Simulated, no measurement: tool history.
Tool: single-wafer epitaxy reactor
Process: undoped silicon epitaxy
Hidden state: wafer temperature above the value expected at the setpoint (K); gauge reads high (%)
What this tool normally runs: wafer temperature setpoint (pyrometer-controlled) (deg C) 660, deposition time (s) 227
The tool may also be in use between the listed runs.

run	hour	wafer temperature setpoint (pyrometer-controlled) (deg C)	deposition time (s)	wafers since the last listed run	hours since the last pyrometer calibration	hours since the gauge calibration	read-back reference wafer on the same gauge, thickness_nm	mean film thickness on the monitor wafer (nm)
1	0.0	660	227	0	1188.4	514.9	47.467	42.484
2	15.0	660	227	76	1203.4	529.9	47.398	42.327
3	43.2	660	227	144	1231.6	558.1	47.464	42.367
4	67.8	660	227	125	1256.2	582.7	47.350	42.448
5	82.4	660	227	74	1270.8	597.3	47.376	42.235
6	97.1	660	227	75	1285.5	612.0	47.325	42.484
7	187.3	660	227	461	1375.7	702.2	47.333	42.225
8	217.1	660	227	152	1405.5	732.0	47.250	42.223
9	234.8	660	227	90	1423.2	749.7	47.282	42.371
10	256.6	665	194	111	1445.0	771.5	47.269	39.494
11	278.2	665	194	110	1466.6	793.1	47.254	39.523
12	303.3	670	227	128	1491.7	818.2	47.193	50.815
13	331.0	660	227	141	1519.4	845.9	47.239	42.266
14	359.3	660	201	144	1547.7	874.2	47.202	37.471
# hour 375.0: pyrometer calibrated
15	380.9	660	201	69	5.9	895.8	47.256	37.345
16	464.6	660	192	427	89.6	979.5	47.124	35.627
17	496.9	660	192	165	121.9	1011.8	47.162	35.587
18	520.9	660	192	122	145.9	1035.8	47.139	35.703
19	554.4	660	263	171	179.4	1069.3	47.158	48.947
20	572.3	660	263	91	197.3	1087.2	47.157	48.923
21	606.1	668	255	172	231.1	1121.0	47.130	54.695
22	621.2	654	259	77	246.2	1136.1	47.154	42.874
23	635.6	660	227	73	260.6	1150.5	47.138	42.118
24	662.8	648	243	139	287.8	1177.7	47.176	35.784
25	689.4	665	227	136	314.4	1204.3	47.143	46.109
26	706.8	660	227	88	331.8	1221.7	47.154	42.050
27	727.9	669	227	107	352.9	1242.8	47.105	49.632
# hour 741.6: gauge calibrated
28	762.2	660	227	175	387.2	20.6	48.162	43.132
29	779.3	653	227	87	404.3	37.7	48.076	37.795
30	804.9	649	272	130	429.9	63.3	47.959	41.655
31	833.2	660	227	144	458.2	91.6	47.910	42.713
32	855.5	660	195	114	480.5	113.9	47.880	36.894
33	874.9	660	227	99	499.9	133.3	47.838	42.772
34	901.5	674	195	136	526.5	159.9	47.764	47.479
35	922.3	660	212	106	547.3	180.7	47.715	39.801
36	942.1	654	255	101	567.1	200.5	47.714	42.643
37	960.3	668	244	93	585.3	218.7	47.655	53.175
38	983.7	664	227	119	608.7	242.1	47.569	45.821
39	1008.1	667	182	124	633.1	266.5	47.530	38.985
40	1026.7	660	227	95	651.7	285.1	47.498	42.488

Forecast each of these 5 alternatives for the next run:
A	1027.2	660	227	2	652.2	285.6	?	?
B	1027.2	646	239	2	652.2	285.6	?	?
C	1027.2	671	190	2	652.2	285.6	?	?
D	1027.2	670	183	2	652.2	285.6	?	?
E	1027.2	670	239	2	652.2	285.6	?	?

run	read-back reference wafer on the same gauge, thickness_nm	mean film thickness on the monitor wafer (nm)
A	47.502	42.659
B	47.502	34.416
C	47.502	43.799
D	47.502	41.416
E	47.502	54.090
With no hidden state in the tool, these same runs would have given:
run	mean film thickness on the monitor wafer (nm)
A	43.363
B	34.985
C	44.522
D	42.100
E	54.983
